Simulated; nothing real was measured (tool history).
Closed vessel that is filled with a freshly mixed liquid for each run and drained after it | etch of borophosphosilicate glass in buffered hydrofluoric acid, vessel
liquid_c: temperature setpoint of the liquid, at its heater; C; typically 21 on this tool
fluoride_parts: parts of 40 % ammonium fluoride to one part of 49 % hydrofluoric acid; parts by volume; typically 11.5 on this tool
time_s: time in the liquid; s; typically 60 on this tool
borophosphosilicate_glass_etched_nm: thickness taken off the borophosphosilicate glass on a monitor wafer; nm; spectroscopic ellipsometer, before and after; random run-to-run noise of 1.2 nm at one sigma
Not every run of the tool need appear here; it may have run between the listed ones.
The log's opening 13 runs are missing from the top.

run	hour	liquid_c	fluoride_parts	time_s	wafers since the last listed run	hours since the thermometer was replaced	hours since the hydrofluoric acid flow meter was replaced	hours since the gauge calibration	read-back film thickness of the borophosphosilicate glass reference wafer, read on the same gauge (nm)	borophosphosilicate_glass_etched_nm
14	529	24	7.5	40	9703	325.7	1506.9	281.5	49.98	192.64
15	546.5	21	11.5	60	1602	343.2	1524.4	299	50.01	166.8
16	573.1	21	11.5	60	2435	369.8	1551	325.6	49.99	165.97
# hour 595.3: hydrofluoric acid flow meter replaced
17	607.6	19.5	11.5	60	3066	404.3	12.3	360.1	49.98	154.51
18	638.8	18	9.5	50	2856	435.5	43.5	391.3	49.96	138.43
19	668.4	25	11.5	85	2709	465.1	73.1	420.9	50.01	293.02
20	688	21	11.5	60	1794	484.7	92.7	440.5	50.02	164.95
21	719.9	21	11.5	60	2920	516.6	124.6	472.4	50	166.44
22	733.1	21	11.5	60	1208	529.8	137.8	485.6	50.01	164.78
23	752.8	23.5	15	95	1803	549.5	157.5	505.3	49.99	230.22
24	784	21	11.5	60	2856	580.7	188.7	536.5	50	166.36
25	859.7	23.5	11.5	60	6929	656.4	264.4	612.2	50	190.48
26	878.6	24	14.5	45	1730	675.3	283.3	631.1	50.01	115.56
27	907	21	11.5	60	2599	703.7	311.7	659.5	50	163.54
28	941.3	21	11.5	35	3139	738	346	693.8	49.98	95.44
29	966.8	24	11.5	60	2334	763.5	371.5	719.3	49.99	192.97
30	991.6	24	10	40	2270	788.3	396.3	744.1	50	148.39
31	1019.4	19.5	7.5	35	2544	816.1	424.1	771.9	50.02	131.6

Alternative continuations, all from the tool just after run 31; predict every row:
A	1020.1	21	10	60	64	816.8	424.8	772.6	?	?
B	1020.1	18	15	30	64	816.8	424.8	772.6	?	?
C	1020.1	19	10	40	64	816.8	424.8	772.6	?	?
D	1020.1	19.5	13.5	95	64	816.8	424.8	772.6	?	?

run	read-back film thickness of the borophosphosilicate glass reference wafer, read on the same gauge (nm)	borophosphosilicate_glass_etched_nm
A	50	190.56
B	50	54.09
C	50	113.75
D	50	206.7
Had the tool no hidden state, the same runs would have come out as:
run	borophosphosilicate_glass_etched_nm
A	190.56
B	54.09
C	113.75
D	206.7
